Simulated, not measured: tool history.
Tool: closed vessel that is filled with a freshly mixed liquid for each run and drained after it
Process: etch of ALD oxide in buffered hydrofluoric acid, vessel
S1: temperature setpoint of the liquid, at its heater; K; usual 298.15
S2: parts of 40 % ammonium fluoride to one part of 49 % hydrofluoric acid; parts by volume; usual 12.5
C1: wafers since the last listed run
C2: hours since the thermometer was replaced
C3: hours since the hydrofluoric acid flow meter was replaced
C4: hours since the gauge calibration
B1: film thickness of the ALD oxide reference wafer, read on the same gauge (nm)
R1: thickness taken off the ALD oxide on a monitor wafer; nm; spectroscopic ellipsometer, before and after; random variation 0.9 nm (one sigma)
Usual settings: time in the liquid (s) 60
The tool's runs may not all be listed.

Run 1, hour 0.0: usual settings but S2 14.5 parts by volume; C1 0; C2 1511.0; C3 577.3; C4 328.1; B1 130.21. Result: R1 127.65 nm.
Run 2, hour 47.1: usual settings but S1 296.15 K; C1 4701; C2 1558.1; C3 624.4; C4 375.2; B1 130.05. Result: R1 132.61 nm.
Run 3, hour 155.0: usual settings but S1 296.15 K; C1 10770; C2 1666.0; C3 732.3; C4 483.1; B1 129.68. Result: R1 131.92 nm.
Run 4, hour 237.3: usual settings; C1 8215; C2 1748.3; C3 814.6; C4 565.4; B1 129.25. Result: R1 145.21 nm.
Run 5, hour 310.8: usual settings; C1 7336; C2 1821.8; C3 888.1; C4 638.9; B1 128.88. Result: R1 146.94 nm.
At hour 315.0: hydrofluoric acid flow meter replaced.
Run 6, hour 390.2: usual settings but S2 9.5 parts by volume; C1 7825; C2 1901.2; C3 75.2; C4 718.3; B1 128.39. Result: R1 187.87 nm.
Run 7, hour 475.6: usual settings but S2 9.5 parts by volume; C1 8524; C2 1986.6; C3 160.6; C4 803.7; B1 127.81. Result: R1 187.57 nm.
Run 8, hour 519.9: usual settings but time in the liquid (s) 80; C1 4421; C2 2030.9; C3 204.9; C4 848.0; B1 127.49. Result: R1 192.26 nm.
At hour 553.8: gauge calibrated.
Run 9, hour 587.7: usual settings but time in the liquid (s) 80; C1 6767; C2 2098.7; C3 272.7; C4 33.9; B1 130.07. Result: R1 197.00 nm.
Run 10, hour 641.0: usual settings but S2 16.0 parts by volume; C1 5320; C2 2152.0; C3 326.0; C4 87.2; B1 130.00. Result: R1 116.29 nm.
Run 11, hour 698.6: usual settings but S1 301.15 K, S2 10.0 parts by volume, time in the liquid (s) 95; C1 5749; C2 2209.6; C3 383.6; C4 144.8; B1 129.94. Result: R1 340.73 nm.
Run 12, hour 792.3: usual settings but S1 294.15 K, S2 9.0 parts by volume, time in the liquid (s) 75; C1 9352; C2 2303.3; C3 477.3; C4 238.5; B1 129.78. Result: R1 195.22 nm.
At hour 826.8: thermometer replaced.
Run 13, hour 845.2: usual settings but time in the liquid (s) 45; C1 5180; C2 18.4; C3 530.2; C4 291.4; B1 129.70. Result: R1 111.14 nm.
Run 14, hour 946.4: usual settings but S1 295.65 K, S2 9.5 parts by volume, time in the liquid (s) 70; C1 10101; C2 119.6; C3 631.4; C4 392.6; B1 129.41. Result: R1 191.99 nm.
Run 15, hour 1048.3: usual settings; C1 10171; C2 221.5; C3 733.3; C4 494.5; B1 128.96. Result: R1 145.65 nm.
Run 16, hour 1151.3: usual settings but S2 16.0 parts by volume; C1 10281; C2 324.5; C3 836.3; C4 597.5; B1 128.51. Result: R1 115.38 nm.
At hour 1156.2: hydrofluoric acid flow meter replaced.
Run 17, hour 1202.8: usual settings but S1 303.15 K, S2 9.5 parts by volume; C1 5040; C2 376.0; C3 46.6; C4 649.0; B1 128.23. Result: R1 243.13 nm.
Run 18, hour 1273.8: usual settings but S1 301.15 K, time in the liquid (s) 30; C1 7087; C2 447.0; C3 117.6; C4 720.0; B1 127.77. Result: R1 85.39 nm.
Run 19, hour 1356.4: usual settings but S1 296.15 K, S2 17.5 parts by volume, time in the liquid (s) 50; C1 8244; C2 529.6; C3 200.2; C4 802.6; B1 127.21. Result: R1 77.36 nm.
At hour 1444.7: gauge calibrated.
Run 20, hour 1528.2: usual settings but S1 295.65 K, S2 14.0 parts by volume, time in the liquid (s) 70; C1 17148; C2 701.4; C3 372.0; C4 83.5; B1 129.85. Result: R1 134.12 nm.

Hidden state or all else? Some run-to-run changes of R1, split into what the settings, what came in and random variation would give without the hidden state, and what is left for the hidden state (with any gauge scatter that isn't in both results):
The hidden state here: liquid colder than its thermometer reads (K); hydrofluoric acid flow below the setpoint (%); gauge reads high (%).
Run 8 -> 9: gauge calibrated. R1 +4.74 nm: hidden state +3.87, all else +0.87.
Run 10 -> 11: S1 298.15 -> 301.15, S2 16.0 -> 10.0, time in the liquid (s) 60 -> 95. R1 +224.44 nm: hidden state -0.10, all else +224.54.
Run 16 -> 17: S1 298.15 -> 303.15, S2 16.0 -> 9.5, hydrofluoric acid flow meter replaced. R1 +127.75 nm: hidden state -2.05, all else +129.80.
Run 17 -> 18: S1 303.15 -> 301.15, S2 9.5 -> 12.5, time in the liquid (s) 60 -> 30. R1 -157.74 nm: hidden state +1.92, all else -159.66.
